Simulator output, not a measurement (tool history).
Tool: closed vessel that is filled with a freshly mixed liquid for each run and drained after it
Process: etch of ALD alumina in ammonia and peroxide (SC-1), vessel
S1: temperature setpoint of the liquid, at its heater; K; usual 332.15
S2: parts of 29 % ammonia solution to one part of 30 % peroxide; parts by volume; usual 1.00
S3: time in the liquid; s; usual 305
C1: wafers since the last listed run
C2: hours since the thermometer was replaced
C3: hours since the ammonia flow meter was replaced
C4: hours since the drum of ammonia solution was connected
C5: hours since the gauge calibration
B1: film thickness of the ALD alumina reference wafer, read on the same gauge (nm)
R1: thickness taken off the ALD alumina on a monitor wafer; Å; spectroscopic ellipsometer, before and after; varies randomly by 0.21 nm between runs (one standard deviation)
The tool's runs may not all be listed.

run	day	S1	S2	S3	C1	C2	C3	C4	C5	B1	R1
1	0.000	334.65	1.00	410	0	199.1	456.0	173.1	643.8	120.00	454.3
2	3.646	325.65	1.00	305	6788	286.6	543.5	260.6	731.3	120.02	213.5
3	5.458	325.65	1.00	305	3374	330.1	587.0	304.1	774.8	120.02	212.9
4	8.858	325.65	1.00	305	6330	411.7	668.6	385.7	856.4	119.95	212.6
5	13.996	332.15	1.00	380	9565	535.0	791.9	509.0	979.7	120.01	371.9
6	18.150	332.15	1.00	375	7734	634.7	891.6	608.7	1079.4	119.99	372.3
# day 20.762: new drum of ammonia solution connected
7	20.883	332.15	1.00	375	5011	700.3	957.2	2.9	1145.0	119.99	369.7
# day 21.304: ammonia flow meter replaced
8	29.188	332.15	1.00	375	15383	899.6	189.2	202.2	1344.3	120.03	375.2
9	31.408	323.65	0.60	305	4134	952.9	242.5	255.5	1397.6	119.93	181.2
10	34.092	334.65	1.00	155	4996	1017.3	306.9	319.9	1462.0	119.94	172.7
11	36.058	337.15	0.80	305	3661	1064.5	354.1	367.1	1509.2	120.00	379.3
12	40.038	332.15	0.85	305	7408	1160.0	449.6	462.6	1604.7	120.02	297.0
13	43.583	332.15	0.50	305	6601	1245.1	534.7	547.7	1689.8	120.02	280.1
14	46.917	332.15	1.20	400	6206	1325.1	614.7	627.7	1769.8	120.00	402.3
# day 47.358: new drum of ammonia solution connected
# day 48.300: gauge calibrated
15	49.046	332.15	1.00	305	3886	1376.2	665.8	40.5	17.9	120.03	304.6
16	51.729	336.15	1.20	480	4996	1440.6	730.2	104.9	82.3	120.03	586.7
# day 53.888: thermometer replaced
17	56.500	322.15	1.20	305	8805	62.7	844.7	219.4	196.8	120.04	180.8
18	59.688	332.15	0.55	305	5934	139.2	921.2	295.9	273.3	120.00	283.7
19	61.296	325.15	0.75	195	2994	177.8	959.8	334.5	311.9	120.01	130.6
# day 63.208: ammonia flow meter replaced
20	63.346	332.15	1.00	305	3739	227.0	3.3	383.7	361.1	120.00	302.5
21	67.188	332.15	1.00	450	7152	319.2	95.5	475.9	453.3	120.01	440.3
22	70.588	339.65	1.20	445	6330	400.8	177.1	557.5	534.9	120.01	652.0
# day 74.579: new drum of ammonia solution connected
23	74.938	332.15	1.00	305	8021	505.2	281.5	8.6	639.3	119.93	301.5
24	77.921	332.15	1.00	460	5554	576.8	353.1	80.2	710.9	120.00	462.4
25	80.925	334.65	1.00	410	5593	648.9	425.2	152.3	783.0	119.98	456.8
26	83.688	332.15	1.00	305	5143	715.2	491.5	218.6	849.3	120.05	300.9
27	90.708	332.15	1.00	305	13072	883.7	660.0	387.1	1017.8	120.07	303.3
28	93.575	332.15	1.00	305	5337	952.5	728.8	455.9	1086.6	119.99	299.6
29	97.088	332.15	1.20	390	6539	1036.8	813.1	540.2	1170.9	120.02	392.2

Hidden condition of the tool, last listed run before each entry between runs versus first listed run after:
In the gap between runs 6 and 7: new drum of ammonia solution connected (day 20.762)
  the hidden state is the same at both runs
In the gap between runs 7 and 8: ammonia flow meter replaced (day 21.304)
  the hidden state is the same at both runs
In the gap between runs 14 and 15: new drum of ammonia solution connected (day 47.358); gauge calibrated (day 48.300)
  the hidden state is the same at both runs
In the gap between runs 16 and 17: thermometer replaced (day 53.888)
  the hidden state is the same at both runs
In the gap between runs 19 and 20: ammonia flow meter replaced (day 63.208)
  the hidden state is the same at both runs
In the gap between runs 22 and 23: new drum of ammonia solution connected (day 74.579)
  the hidden state is the same at both runs
